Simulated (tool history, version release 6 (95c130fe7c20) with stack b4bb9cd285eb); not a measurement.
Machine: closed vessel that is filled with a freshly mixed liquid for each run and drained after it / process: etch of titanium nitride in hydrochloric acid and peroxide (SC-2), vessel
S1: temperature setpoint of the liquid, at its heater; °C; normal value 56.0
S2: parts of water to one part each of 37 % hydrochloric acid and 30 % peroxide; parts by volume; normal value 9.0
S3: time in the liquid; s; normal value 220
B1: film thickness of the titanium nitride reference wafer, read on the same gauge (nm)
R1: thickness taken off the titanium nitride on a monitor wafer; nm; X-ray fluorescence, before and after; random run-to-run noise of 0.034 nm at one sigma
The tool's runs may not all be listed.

run 1 hour=0.0 | S1=52.0 S2=9.0 S3=220 | B1=120.001 | R1=3.773
run 2 hour=47.6 | S1=52.0 S2=9.0 S3=220 | B1=120.035 | R1=3.760
-- hour=50.7 new drum of peroxide connected
run 3 hour=98.3 | S1=56.0 S2=9.0 S3=220 | B1=119.994 | R1=4.855
run 4 hour=158.0 | S1=56.0 S2=9.0 S3=220 | B1=120.006 | R1=4.854
run 5 hour=211.0 | S1=59.5 S2=7.0 S3=220 | B1=120.036 | R1=7.510
run 6 hour=274.5 | S1=59.5 S2=7.0 S3=220 | B1=120.026 | R1=7.529
run 7 hour=312.3 | S1=59.5 S2=7.0 S3=220 | B1=119.994 | R1=7.556
run 8 hour=377.2 | S1=56.0 S2=6.0 S3=315 | B1=119.993 | R1=9.657
-- hour=413.6 thermometer replaced
run 9 hour=461.9 | S1=51.5 S2=9.0 S3=220 | B1=119.984 | R1=3.631
run 10 hour=522.8 | S1=56.0 S2=9.0 S3=220 | B1=120.018 | R1=4.898
run 11 hour=569.8 | S1=61.0 S2=9.0 S3=345 | B1=120.007 | R1=10.382
run 12 hour=615.0 | S1=52.5 S2=5.0 S3=310 | B1=119.989 | R1=8.634
run 13 hour=681.2 | S1=48.5 S2=7.0 S3=100 | B1=120.001 | R1=1.642
-- hour=685.1 new drum of peroxide connected
run 14 hour=707.8 | S1=56.0 S2=9.0 S3=220 | B1=120.004 | R1=4.978
run 15 hour=747.7 | S1=66.0 S2=10.5 S3=220 | B1=119.975 | R1=8.085
-- hour=766.4 chemicals flow meter replaced
-- hour=774.6 gauge calibrated
run 16 hour=813.3 | S1=56.0 S2=5.5 S3=105 | B1=120.002 | R1=3.440
run 17 hour=857.0 | S1=50.0 S2=9.0 S3=220 | B1=120.009 | R1=3.338
run 18 hour=921.1 | S1=56.0 S2=9.0 S3=145 | B1=119.998 | R1=3.210
run 19 hour=966.3 | S1=56.0 S2=12.5 S3=340 | B1=120.009 | R1=5.733
run 20 hour=1001.5 | S1=56.0 S2=9.0 S3=220 | B1=119.959 | R1=4.911
run 21 hour=1056.4 | S1=46.5 S2=7.5 S3=260 | B1=120.039 | R1=3.628
run 22 hour=1154.9 | S1=49.0 S2=10.5 S3=220 | B1=119.980 | R1=2.720
run 23 hour=1217.0 | S1=56.0 S2=12.0 S3=220 | B1=119.985 | R1=3.870
run 24 hour=1286.2 | S1=56.0 S2=7.0 S3=220 | B1=120.015 | R1=5.939
run 25 hour=1311.4 | S1=56.0 S2=12.5 S3=270 | B1=120.023 | R1=4.602
-- hour=1370.8 thermometer replaced
-- hour=1444.0 new drum of peroxide connected
-- hour=1485.1 chemicals flow meter replaced
run 26 hour=1503.4 | S1=56.0 S2=9.0 S3=220 | B1=119.984 | R1=4.942
run 27 hour=1535.1 | S1=56.0 S2=9.0 S3=220 | B1=119.976 | R1=4.874
run 28 hour=1639.1 | S1=56.0 S2=8.0 S3=220 | B1=119.995 | R1=5.432
run 29 hour=1703.2 | S1=48.5 S2=11.0 S3=220 | B1=120.010 | R1=2.548
run 30 hour=1739.7 | S1=56.0 S2=9.0 S3=220 | B1=120.021 | R1=4.901

Alternative continuations, all from the tool just after run 30; predict every row:
run A hour=1740.4 | S1=56.0 S2=9.0 S3=135 | B1=? | R1=?
run B hour=1740.4 | S1=56.0 S2=7.0 S3=265 | B1=? | R1=?
run C hour=1740.4 | S1=56.0 S2=9.0 S3=305 | B1=? | R1=?

run=A B1=120.025 R1=3.035
run=B B1=120.025 R1=7.282
run=C B1=120.025 R1=6.858
The same runs, with their run-to-run variation unchanged, on a tool lacking any hidden condition would have given:
run=A R1=3.035
run=B R1=7.282
run=C R1=6.858
